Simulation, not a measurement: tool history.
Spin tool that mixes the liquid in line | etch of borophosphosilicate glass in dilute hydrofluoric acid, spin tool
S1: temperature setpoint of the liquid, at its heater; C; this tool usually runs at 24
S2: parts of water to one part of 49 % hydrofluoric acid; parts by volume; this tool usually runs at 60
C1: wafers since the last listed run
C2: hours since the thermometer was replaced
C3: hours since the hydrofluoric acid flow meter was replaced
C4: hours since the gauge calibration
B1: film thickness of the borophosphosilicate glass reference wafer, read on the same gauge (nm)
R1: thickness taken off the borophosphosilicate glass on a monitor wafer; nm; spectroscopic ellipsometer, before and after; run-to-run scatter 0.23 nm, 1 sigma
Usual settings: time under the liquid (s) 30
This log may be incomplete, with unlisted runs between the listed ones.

Run 1, hour 0: usual settings but time under the liquid (s) 15; C1 0; C2 1392.6; C3 798; C4 576.8; B1 110.04. Result: R1 14.34 nm.
Run 2, hour 14.7: usual settings but time under the liquid (s) 15; C1 248; C2 1407.3; C3 812.7; C4 591.5; B1 109.98. Result: R1 14.44 nm.
Run 3, hour 40.2: usual settings but time under the liquid (s) 15; C1 431; C2 1432.8; C3 838.2; C4 617; B1 110.02. Result: R1 14.33 nm.
Run 4, hour 62.6: usual settings but time under the liquid (s) 35; C1 378; C2 1455.2; C3 860.6; C4 639.4; B1 110.02. Result: R1 32.78 nm.
Run 5, hour 75.4: usual settings but time under the liquid (s) 35; C1 216; C2 1468; C3 873.4; C4 652.2; B1 110. Result: R1 33.27 nm.
Run 6, hour 94.1: usual settings but time under the liquid (s) 35; C1 316; C2 1486.7; C3 892.1; C4 670.9; B1 110. Result: R1 32.86 nm.
Run 7, hour 116.2: usual settings; C1 373; C2 1508.8; C3 914.2; C4 693; B1 109.97. Result: R1 28.81 nm.
At hour 121.6: gauge calibrated.
Run 8, hour 131.2: usual settings; C1 253; C2 1523.8; C3 929.2; C4 9.6; B1 109.98. Result: R1 28.7 nm.
Run 9, hour 163.4: usual settings; C1 544; C2 1556; C3 961.4; C4 41.8; B1 110.01. Result: R1 28.59 nm.
At hour 169.1: thermometer replaced.
Run 10, hour 184.3: usual settings; C1 336; C2 15.2; C3 982.3; C4 62.7; B1 110.01. Result: R1 32.03 nm.
Run 11, hour 209.3: usual settings; C1 422; C2 40.2; C3 1007.3; C4 87.7; B1 110.01. Result: R1 32.3 nm.
Run 12, hour 231.6: usual settings; C1 376; C2 62.5; C3 1029.6; C4 110; B1 110.02. Result: R1 31.74 nm.
Run 13, hour 259.3: usual settings but S2 80 parts by volume; C1 468; C2 90.2; C3 1057.3; C4 137.7; B1 110. Result: R1 23.45 nm.
Run 14, hour 281.2: usual settings but S1 27 C, S2 85 parts by volume, time under the liquid (s) 15; C1 370; C2 112.1; C3 1079.2; C4 159.6; B1 109.99. Result: R1 12.33 nm.
Run 15, hour 377.8: usual settings; C1 1632; C2 208.7; C3 1175.8; C4 256.2; B1 109.99. Result: R1 31.86 nm.
Run 16, hour 390.5: usual settings but S1 27.5 C, S2 80 parts by volume, time under the liquid (s) 15; C1 214; C2 221.4; C3 1188.5; C4 268.9; B1 109.99. Result: R1 13.48 nm.
Run 17, hour 408.5: usual settings but S1 28.5 C, time under the liquid (s) 45; C1 304; C2 239.4; C3 1206.5; C4 286.9; B1 109.99. Result: R1 57.49 nm.
Run 18, hour 439.4: usual settings but S1 22 C, S2 90 parts by volume, time under the liquid (s) 20; C1 522; C2 270.3; C3 1237.4; C4 317.8; B1 109.96. Result: R1 12.86 nm.
Run 19, hour 474.3: usual settings but S1 26.5 C, S2 30 parts by volume, time under the liquid (s) 40; C1 589; C2 305.2; C3 1272.3; C4 352.7; B1 109.98. Result: R1 96.9 nm.
At hour 480.6: hydrofluoric acid flow meter replaced.
Run 20, hour 498.9: usual settings but time under the liquid (s) 45; C1 398; C2 329.8; C3 18.3; C4 377.3; B1 109.98. Result: R1 44.03 nm.
Run 21, hour 521.2: usual settings; C1 376; C2 352.1; C3 40.6; C4 399.6; B1 110.01. Result: R1 29.52 nm.
Run 22, hour 545.4: usual settings but time under the liquid (s) 25; C1 409; C2 376.3; C3 64.8; C4 423.8; B1 110.01. Result: R1 24.76 nm.
Run 23, hour 572.6: usual settings but S1 28 C, S2 75 parts by volume; C1 459; C2 403.5; C3 92; C4 451; B1 110.02. Result: R1 27.48 nm.
Run 24, hour 601.7: usual settings but S1 26.5 C, S2 30 parts by volume, time under the liquid (s) 40; C1 491; C2 432.6; C3 121.1; C4 480.1; B1 110. Result: R1 90.65 nm.
Run 25, hour 623.8: usual settings but S1 28.5 C, time under the liquid (s) 15; C1 373; C2 454.7; C3 143.2; C4 502.2; B1 110. Result: R1 17.72 nm.
Run 26, hour 658.2: usual settings but S2 85 parts by volume, time under the liquid (s) 40; C1 581; C2 489.1; C3 177.6; C4 536.6; B1 109.97. Result: R1 26.92 nm.
Run 27, hour 674.2: usual settings but S1 22.5 C, S2 80 parts by volume, time under the liquid (s) 50; C1 270; C2 505.1; C3 193.6; C4 552.6; B1 110.05. Result: R1 33.94 nm.
Run 28, hour 692.4: usual settings but S1 28 C, S2 70 parts by volume; C1 307; C2 523.3; C3 211.8; C4 570.8; B1 110.04. Result: R1 28.93 nm.
Run 29, hour 709.8: usual settings but S1 28.5 C; C1 294; C2 540.7; C3 229.2; C4 588.2; B1 110. Result: R1 35.16 nm.
Run 30, hour 728: usual settings but S1 27 C, time under the liquid (s) 40; C1 307; C2 558.9; C3 247.4; C4 606.4; B1 110.01. Result: R1 44.35 nm.
Run 31, hour 760.6: usual settings; C1 551; C2 591.5; C3 280; C4 639; B1 109.96. Result: R1 29.65 nm.

For some of the steps in R1 from one run to the next: how much would appear even if the tool had no hidden state, given the settings, what came in and random variation, and how much remains for the hidden state plus any gauge scatter that the measured result and the result without hidden state don't share?
Hidden conditions of the tool in this case: liquid colder than its thermometer reads (K); hydrofluoric acid flow above the setpoint (%); gauge reads high (%).
Run 9 -> 10: thermometer replaced. R1 +3.44 nm: hidden state +3.35, all else +0.09.
Run 18 -> 19: S1 22 -> 26.5, S2 90 -> 30, time under the liquid (s) 20 -> 40. R1 +84.04 nm: hidden state +3.93, all else +80.11.
Run 19 -> 20: S1 26.5 -> 24, S2 30 -> 60, time under the liquid (s) 40 -> 45, hydrofluoric acid flow meter replaced. R1 -52.87 nm: hidden state -5.76, all else -47.11.
Run 23 -> 24: S1 28 -> 26.5, S2 75 -> 30, time under the liquid (s) 30 -> 40. R1 +63.17 nm: hidden state -1.74, all else +64.91.
Run 24 -> 25: S1 26.5 -> 28.5, S2 30 -> 60, time under the liquid (s) 40 -> 15. R1 -72.93 nm: hidden state +1.96, all else -74.89.

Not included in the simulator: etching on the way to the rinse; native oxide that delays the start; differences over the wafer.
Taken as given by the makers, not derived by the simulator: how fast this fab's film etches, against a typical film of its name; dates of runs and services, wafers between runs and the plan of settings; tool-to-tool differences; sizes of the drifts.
